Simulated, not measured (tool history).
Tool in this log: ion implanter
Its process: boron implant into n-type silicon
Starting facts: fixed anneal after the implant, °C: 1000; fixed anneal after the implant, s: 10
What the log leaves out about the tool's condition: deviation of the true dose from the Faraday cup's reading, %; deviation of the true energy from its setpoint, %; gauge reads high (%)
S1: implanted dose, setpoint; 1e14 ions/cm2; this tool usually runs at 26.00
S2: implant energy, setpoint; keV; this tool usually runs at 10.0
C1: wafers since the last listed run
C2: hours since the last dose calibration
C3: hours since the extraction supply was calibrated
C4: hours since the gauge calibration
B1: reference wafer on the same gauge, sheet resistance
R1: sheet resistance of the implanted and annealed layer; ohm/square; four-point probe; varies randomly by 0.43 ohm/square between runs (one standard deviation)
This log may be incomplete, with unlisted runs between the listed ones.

{"run": 1, "hour": 0.0, "S1": 26.0, "S2": 12.0, "C1": 0, "C2": 483.2, "C3": 3233.5, "C4": 1913.2, "B1": 108.41, "R1": 99.93}
{"run": 2, "hour": 102.6, "S1": 26.0, "S2": 12.5, "C1": 2076, "C2": 585.8, "C3": 3336.1, "C4": 2015.8, "B1": 108.31, "R1": 97.31}
{"run": 3, "hour": 143.6, "S1": 26.0, "S2": 10.0, "C1": 829, "C2": 626.8, "C3": 3377.1, "C4": 2056.8, "B1": 108.18, "R1": 110.59}
{"run": 4, "hour": 183.9, "S1": 26.0, "S2": 10.0, "C1": 815, "C2": 667.1, "C3": 3417.4, "C4": 2097.1, "B1": 108.14, "R1": 110.06}
{"run": 5, "hour": 242.5, "S1": 26.0, "S2": 10.0, "C1": 1186, "C2": 725.7, "C3": 3476.0, "C4": 2155.7, "B1": 108.04, "R1": 110.13}
{"run": 6, "hour": 281.7, "S1": 26.0, "S2": 10.0, "C1": 793, "C2": 764.9, "C3": 3515.2, "C4": 2194.9, "B1": 107.94, "R1": 110.33}
{"run": 7, "hour": 373.4, "S1": 22.68, "S2": 8.0, "C1": 1856, "C2": 856.6, "C3": 3606.9, "C4": 2286.6, "B1": 107.88, "R1": 128.4}
{"run": 8, "hour": 413.4, "S1": 22.68, "S2": 8.0, "C1": 809, "C2": 896.6, "C3": 3646.9, "C4": 2326.6, "B1": 107.74, "R1": 128.4}
{"run": 9, "hour": 489.2, "S1": 26.0, "S2": 10.0, "C1": 1534, "C2": 972.4, "C3": 3722.7, "C4": 2402.4, "B1": 107.8, "R1": 110.26}
{"run": 10, "hour": 578.7, "S1": 26.0, "S2": 10.0, "C1": 1811, "C2": 1061.9, "C3": 3812.2, "C4": 2491.9, "B1": 107.71, "R1": 110.1}
{"hour": 659.9, "done": "gauge calibrated"}
{"run": 11, "hour": 727.0, "S1": 26.0, "S2": 10.0, "C1": 3001, "C2": 1210.2, "C3": 3960.5, "C4": 67.1, "B1": 109.87, "R1": 112.76}
{"hour": 838.7, "done": "extraction supply calibrated"}
{"run": 12, "hour": 1014.3, "S1": 26.0, "S2": 10.0, "C1": 5653, "C2": 1497.5, "C3": 175.6, "C4": 354.4, "B1": 109.88, "R1": 112.66}
{"hour": 1042.3, "done": "Faraday cup replaced and dose calibrated"}
{"run": 13, "hour": 1082.5, "S1": 26.0, "S2": 10.0, "C1": 1218, "C2": 40.2, "C3": 243.8, "C4": 422.6, "B1": 109.84, "R1": 112.44}
{"run": 14, "hour": 1160.7, "S1": 26.0, "S2": 10.0, "C1": 1582, "C2": 118.4, "C3": 322.0, "C4": 500.8, "B1": 109.84, "R1": 112.64}
{"run": 15, "hour": 1248.3, "S1": 30.5, "S2": 7.0, "C1": 1773, "C2": 206.0, "C3": 409.6, "C4": 588.4, "B1": 109.78, "R1": 137.37}
{"run": 16, "hour": 1300.4, "S1": 30.5, "S2": 7.0, "C1": 1054, "C2": 258.1, "C3": 461.7, "C4": 640.5, "B1": 109.78, "R1": 136.29}
{"run": 17, "hour": 1395.4, "S1": 30.5, "S2": 7.0, "C1": 1922, "C2": 353.1, "C3": 556.7, "C4": 735.5, "B1": 109.65, "R1": 137.58}
{"run": 18, "hour": 1449.8, "S1": 29.81, "S2": 6.5, "C1": 1101, "C2": 407.5, "C3": 611.1, "C4": 789.9, "B1": 109.74, "R1": 144.19}
{"run": 19, "hour": 1553.4, "S1": 31.84, "S2": 11.5, "C1": 2097, "C2": 511.1, "C3": 714.7, "C4": 893.5, "B1": 109.6, "R1": 100.59}
{"run": 20, "hour": 1618.2, "S1": 30.85, "S2": 7.5, "C1": 1311, "C2": 575.9, "C3": 779.5, "C4": 958.3, "B1": 109.66, "R1": 130.87}
{"run": 21, "hour": 1669.2, "S1": 26.0, "S2": 8.5, "C1": 1032, "C2": 626.9, "C3": 830.5, "C4": 1009.3, "B1": 109.35, "R1": 122.54}
{"run": 22, "hour": 1766.2, "S1": 26.0, "S2": 10.0, "C1": 1963, "C2": 723.9, "C3": 927.5, "C4": 1106.3, "B1": 109.53, "R1": 111.13}
{"run": 23, "hour": 1861.4, "S1": 26.0, "S2": 10.0, "C1": 1926, "C2": 819.1, "C3": 1022.7, "C4": 1201.5, "B1": 109.28, "R1": 111.3}
{"run": 24, "hour": 1910.5, "S1": 26.0, "S2": 10.0, "C1": 993, "C2": 868.2, "C3": 1071.8, "C4": 1250.6, "B1": 109.3, "R1": 111.6}
{"run": 25, "hour": 2003.6, "S1": 20.39, "S2": 10.0, "C1": 1884, "C2": 961.3, "C3": 1164.9, "C4": 1343.7, "B1": 109.21, "R1": 116.37}
{"run": 26, "hour": 2058.4, "S1": 30.86, "S2": 13.5, "C1": 1109, "C2": 1016.1, "C3": 1219.7, "C4": 1398.5, "B1": 109.35, "R1": 90.39}
{"run": 27, "hour": 2095.5, "S1": 31.2, "S2": 12.5, "C1": 750, "C2": 1053.2, "C3": 1256.8, "C4": 1435.6, "B1": 109.3, "R1": 94.55}
{"run": 28, "hour": 2207.0, "S1": 26.0, "S2": 10.0, "C1": 2256, "C2": 1164.7, "C3": 1368.3, "C4": 1547.1, "B1": 109.08, "R1": 111.97}
{"run": 29, "hour": 2250.0, "S1": 32.75, "S2": 9.0, "C1": 870, "C2": 1207.7, "C3": 1411.3, "C4": 1590.1, "B1": 108.97, "R1": 115.31}
{"run": 30, "hour": 2333.6, "S1": 31.76, "S2": 13.0, "C1": 1692, "C2": 1291.3, "C3": 1494.9, "C4": 1673.7, "B1": 108.93, "R1": 92.86}
{"run": 31, "hour": 2417.8, "S1": 20.9, "S2": 10.0, "C1": 1704, "C2": 1375.5, "C3": 1579.1, "C4": 1757.9, "B1": 108.91, "R1": 115.09}
{"run": 32, "hour": 2495.8, "S1": 32.65, "S2": 13.0, "C1": 1578, "C2": 1453.5, "C3": 1657.1, "C4": 1835.9, "B1": 108.97, "R1": 91.87}
{"run": 33, "hour": 2553.9, "S1": 26.0, "S2": 10.0, "C1": 1176, "C2": 1511.6, "C3": 1715.2, "C4": 1894.0, "B1": 108.82, "R1": 111.42}
{"hour": 2603.2, "done": "Faraday cup replaced and dose calibrated"}
{"run": 34, "hour": 2650.9, "S1": 32.87, "S2": 13.5, "C1": 1801, "C2": 47.7, "C3": 1812.2, "C4": 1991.0, "B1": 108.47, "R1": 90.11}
{"run": 35, "hour": 2705.1, "S1": 23.39, "S2": 11.0, "C1": 1097, "C2": 101.9, "C3": 1866.4, "C4": 2045.2, "B1": 108.56, "R1": 106.91}
{"run": 36, "hour": 2755.1, "S1": 20.52, "S2": 12.5, "C1": 1012, "C2": 151.9, "C3": 1916.4, "C4": 2095.2, "B1": 108.42, "R1": 102.03}
{"run": 37, "hour": 2836.3, "S1": 30.31, "S2": 8.0, "C1": 1643, "C2": 233.1, "C3": 1997.6, "C4": 2176.4, "B1": 108.27, "R1": 124.77}

Hidden state at the last listed run before each entry between runs and at the first one after, where it differs:
Runs 10 to 11: gauge calibrated (hour 659.9)
  gauge reads high (%): -2.19 -> -0.0729
  measured value less the no-hidden-state value, R1: -2.46 -> -0.09 ohm/square
Runs 11 to 12: extraction supply calibrated (hour 838.7)
  gauge reads high (%): -0.0729 -> -0.109
  measured value less the no-hidden-state value, R1: -0.09 -> -0.12 ohm/square
Runs 12 to 13: Faraday cup replaced and dose calibrated (hour 1042.3)
  gauge reads high (%): -0.109 -> -0.125
  measured value less the no-hidden-state value, R1: -0.12 -> -0.14 ohm/square
Runs 33 to 34: Faraday cup replaced and dose calibrated (hour 2603.2)
  gauge reads high (%): -1.14 -> -1.25
  measured value less the no-hidden-state value, R1: -1.29 -> -1.14 ohm/square
